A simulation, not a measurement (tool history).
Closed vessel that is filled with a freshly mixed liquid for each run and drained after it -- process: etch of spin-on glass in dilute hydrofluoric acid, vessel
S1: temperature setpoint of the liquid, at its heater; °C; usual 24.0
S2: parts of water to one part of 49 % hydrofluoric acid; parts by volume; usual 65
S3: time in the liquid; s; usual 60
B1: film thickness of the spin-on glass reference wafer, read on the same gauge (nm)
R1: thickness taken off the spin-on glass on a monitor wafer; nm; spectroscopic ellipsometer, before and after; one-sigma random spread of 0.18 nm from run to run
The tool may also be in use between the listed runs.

run 1 hour=0.0 | S1=24.0 S2=65 S3=75 | B1=140.02 | R1=40.28
run 2 hour=52.3 | S1=24.0 S2=65 S3=75 | B1=140.02 | R1=39.92
run 3 hour=99.9 | S1=24.0 S2=65 S3=80 | B1=140.02 | R1=42.85
run 4 hour=132.3 | S1=24.0 S2=65 S3=80 | B1=139.97 | R1=42.57
run 5 hour=189.5 | S1=24.0 S2=65 S3=80 | B1=140.01 | R1=42.42
run 6 hour=254.9 | S1=23.0 S2=65 S3=50 | B1=139.99 | R1=25.20
run 7 hour=311.1 | S1=23.0 S2=65 S3=50 | B1=140.04 | R1=25.20
run 8 hour=335.9 | S1=24.0 S2=65 S3=60 | B1=139.99 | R1=31.34
run 9 hour=378.7 | S1=24.0 S2=65 S3=80 | B1=140.01 | R1=41.62
run 10 hour=408.8 | S1=24.0 S2=50 S3=60 | B1=139.97 | R1=41.47
run 11 hour=446.7 | S1=20.5 S2=85 S3=60 | B1=139.99 | R1=20.03
-- hour=480.5 hydrofluoric acid flow meter replaced
-- hour=532.3 thermometer replaced
run 12 hour=644.9 | S1=24.0 S2=45 S3=35 | B1=140.00 | R1=30.58
run 13 hour=692.9 | S1=20.0 S2=85 S3=85 | B1=140.00 | R1=31.19
run 14 hour=743.4 | S1=24.0 S2=65 S3=60 | B1=139.99 | R1=34.55
-- hour=754.5 gauge calibrated
run 15 hour=943.5 | S1=22.5 S2=65 S3=75 | B1=140.00 | R1=39.99
run 16 hour=1013.3 | S1=27.0 S2=45 S3=35 | B1=139.98 | R1=32.94
run 17 hour=1073.5 | S1=20.0 S2=75 S3=75 | B1=140.02 | R1=30.50

3 options for the next run, each taken on its own from the tool as it stands now. Forecast them:
run A hour=1074.2 | S1=24.0 S2=45 S3=60 | B1=? | R1=?
run B hour=1074.2 | S1=24.0 S2=95 S3=60 | B1=? | R1=?
run C hour=1074.2 | S1=24.0 S2=65 S3=85 | B1=? | R1=?

run=A B1=139.98 R1=49.85
run=B B1=139.98 R1=22.11
run=C B1=139.98 R1=47.59
Without the tool's unlogged condition, the same runs would have read:
run=A R1=52.72
run=B R1=23.42
run=C R1=50.37
